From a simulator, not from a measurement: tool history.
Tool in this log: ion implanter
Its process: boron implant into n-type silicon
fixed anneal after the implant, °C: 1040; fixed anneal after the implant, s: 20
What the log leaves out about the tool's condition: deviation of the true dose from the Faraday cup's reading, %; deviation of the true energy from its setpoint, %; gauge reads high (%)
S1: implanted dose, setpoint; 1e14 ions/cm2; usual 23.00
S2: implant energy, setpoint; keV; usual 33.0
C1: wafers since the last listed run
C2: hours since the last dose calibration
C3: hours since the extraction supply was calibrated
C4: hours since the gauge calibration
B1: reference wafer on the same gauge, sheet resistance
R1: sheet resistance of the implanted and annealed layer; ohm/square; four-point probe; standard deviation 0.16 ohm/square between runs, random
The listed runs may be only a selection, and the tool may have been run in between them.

run,hour,S1,S2,C1,C2,C3,C4,B1,R1
1,0.0,17.63,33.0,0,1084.2,2249.6,192.5,62.77,69.08
2,99.8,24.60,33.0,1549,1184.0,2349.4,292.3,62.58,53.08
3,115.5,23.00,33.0,243,1199.7,2365.1,308.0,62.57,55.77
4,138.3,21.41,33.0,354,1222.5,2387.9,330.8,62.45,59.13
5,165.2,21.41,33.0,417,1249.4,2414.8,357.7,62.40,58.47
6,196.2,21.41,33.0,481,1280.4,2445.8,388.7,62.34,58.54
7,216.1,23.00,33.0,308,1300.3,2465.7,408.6,62.28,55.44
8,233.5,23.00,33.0,270,1317.7,2483.1,426.0,62.22,55.68
9,252.0,23.00,33.0,287,1336.2,2501.6,444.5,62.19,55.60
# hour 267.7: gauge calibrated
# hour 311.6: Faraday cup replaced and dose calibrated
10,322.7,26.44,38.0,973,11.1,2572.3,55.0,63.14,49.97
# hour 344.6: extraction supply calibrated
11,358.2,25.63,30.0,427,46.6,13.6,90.5,63.14,52.92
12,383.4,19.56,37.5,391,71.8,38.8,115.7,63.00,62.80

What will run 13 give?
13,416.1,23.00,33.0,507,104.5,71.5,148.4,?,?

{"run 13": {"B1": 62.95, "R1": 55.91}}
Without the tool's hidden state the same run would have given R1 56.21 ohm/square.
